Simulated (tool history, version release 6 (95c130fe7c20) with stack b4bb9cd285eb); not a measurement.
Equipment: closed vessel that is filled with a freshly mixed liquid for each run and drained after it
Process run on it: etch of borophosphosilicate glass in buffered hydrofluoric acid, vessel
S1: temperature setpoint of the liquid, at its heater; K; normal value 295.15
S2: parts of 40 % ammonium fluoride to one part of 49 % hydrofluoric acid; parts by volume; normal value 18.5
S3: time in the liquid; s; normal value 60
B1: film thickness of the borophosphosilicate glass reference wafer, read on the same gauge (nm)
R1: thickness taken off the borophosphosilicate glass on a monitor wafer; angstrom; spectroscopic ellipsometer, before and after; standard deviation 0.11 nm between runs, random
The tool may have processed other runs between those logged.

run	day	S1	S2	S3	B1	R1
1	0	295.15	24.5	60	130.04	266.8
2	1.712	295.15	24.5	60	130	266.4
# day 7.675: thermometer replaced
3	14.221	295.15	18.5	60	129.98	330.6
4	16.862	295.15	18.5	60	130.06	330.4
5	19.346	295.15	18.5	60	129.99	332.4
6	23.717	295.15	18.5	60	129.98	329.5
7	26.483	295.15	18.5	60	129.98	329.2
# day 29.117: hydrofluoric acid flow meter replaced
8	30.75	292.15	18.5	50	130	232.7
9	33.312	292.15	18.5	50	130.01	232.9
10	35.092	295.15	18.5	60	129.99	331.7
11	37.621	295.15	18.5	60	130	329.1
12	40.304	295.15	18.5	45	130.03	248
13	43.175	295.15	18.5	60	130.04	330
14	46.883	297.15	12	75	129.99	708.8
15	50.371	291.15	12.5	80	130.02	520.5
# day 50.771: thermometer replaced
16	53.804	299.65	16	50	129.95	404.9
17	55.779	297.15	18.5	45	130.01	275.3
18	58.012	297.65	25.5	95	129.98	470.4
19	67.921	295.15	18.5	60	129.98	330.3
20	71.692	298.65	16	90	130	689.8
21	74.638	297.15	12	85	130.01	806.1
22	77.592	295.15	18.5	60	130	331.2
23	81.383	295.15	22	60	130	285.8
# day 82.921: gauge calibrated
24	85.717	295.15	13.5	60	129.97	452.3
25	89.954	295.15	24.5	75	130.02	332.2
26	91.604	295.15	14.5	85	129.95	596
27	94.288	295.15	18.5	60	130.02	331
# day 95.95: thermometer replaced
28	97.662	295.15	22.5	80	130.02	377
# day 100.071: hydrofluoric acid flow meter replaced
29	101.854	298.65	21.5	60	129.99	352.4
30	111.733	296.65	22	35	129.95	181.2
31	113.475	295.15	18.5	40	130.02	220.7
32	123.042	293.65	18.5	75	130	380.3

Here are 3 independent what-if runs from the current tool condition. What would each one return?
A	123.071	295.15	18.5	60	?	?
B	123.071	296.65	20.5	60	?	?
C	123.071	291.15	13	30	?	?

run	B1	R1
A	130.04	330
B	130.04	325.9
C	130.04	187.4
With the hidden condition removed and each run's random variation left untouched, the same runs would have given:
run	R1
A	330
B	325.9
C	187.4
